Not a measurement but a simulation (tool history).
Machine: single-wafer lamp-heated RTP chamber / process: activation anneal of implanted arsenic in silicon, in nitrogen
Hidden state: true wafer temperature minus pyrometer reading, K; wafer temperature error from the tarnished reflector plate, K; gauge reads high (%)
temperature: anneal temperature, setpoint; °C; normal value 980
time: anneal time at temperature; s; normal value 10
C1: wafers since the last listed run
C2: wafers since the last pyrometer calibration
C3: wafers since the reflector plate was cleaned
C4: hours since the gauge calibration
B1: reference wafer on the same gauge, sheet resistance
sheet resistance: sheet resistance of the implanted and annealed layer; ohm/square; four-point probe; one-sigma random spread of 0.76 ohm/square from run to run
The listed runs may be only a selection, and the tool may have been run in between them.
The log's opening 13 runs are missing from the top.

Run 14, hour 1331.4: usual settings but time 9 s; C1 1762; C2 5872; C3 7202; C4 2402.2; B1 150.72. Result: sheet resistance 159.89 ohm/square.
Run 15, hour 1427.0: usual settings but temperature 963 °C; C1 2205; C2 8077; C3 9407; C4 2497.8; B1 150.93. Result: sheet resistance 163.65 ohm/square.
Run 16, hour 1491.4: usual settings but temperature 963 °C; C1 1485; C2 9562; C3 10893; C4 2562.2; B1 151.44. Result: sheet resistance 161.63 ohm/square.
At hour 1512.6: gauge calibrated.
Run 17, hour 1577.6: usual settings; C1 1988; C2 11551; C3 12881; C4 65.0; B1 151.07. Result: sheet resistance 156.29 ohm/square.
At hour 1647.2: reflector plate cleaned.
Run 18, hour 1649.2: usual settings but temperature 992 °C, time 5 s; C1 1467; C2 13018; C3 46; C4 136.6; B1 150.88. Result: sheet resistance 159.10 ohm/square.
At hour 1660.1: pyrometer window cleaned and pyrometer calibrated.
Run 19, hour 1748.6: usual settings but temperature 968 °C, time 14 s; C1 2108; C2 2040; C3 2154; C4 236.0; B1 151.13. Result: sheet resistance 160.27 ohm/square.
Run 20, hour 1849.4: usual settings but temperature 963 °C, time 16 s; C1 2325; C2 4365; C3 4479; C4 336.8; B1 151.20. Result: sheet resistance 161.29 ohm/square.
Run 21, hour 2002.4: usual settings but temperature 1008 °C, time 13 s; C1 3529; C2 7894; C3 8008; C4 489.8; B1 151.07. Result: sheet resistance 146.75 ohm/square.

For run 22, what comes out?
Run 22, hour 2086.9: usual settings but time 8 s; C1 1949; C2 9844; C3 9957; C4 574.3; B1 ?. Result: sheet resistance ?.

{"run 22": {"B1": 150.76, "sheet resistance": 160.63}}
Had the tool carried no hidden state, the very same run would have given sheet resistance 162.60 ohm/square.

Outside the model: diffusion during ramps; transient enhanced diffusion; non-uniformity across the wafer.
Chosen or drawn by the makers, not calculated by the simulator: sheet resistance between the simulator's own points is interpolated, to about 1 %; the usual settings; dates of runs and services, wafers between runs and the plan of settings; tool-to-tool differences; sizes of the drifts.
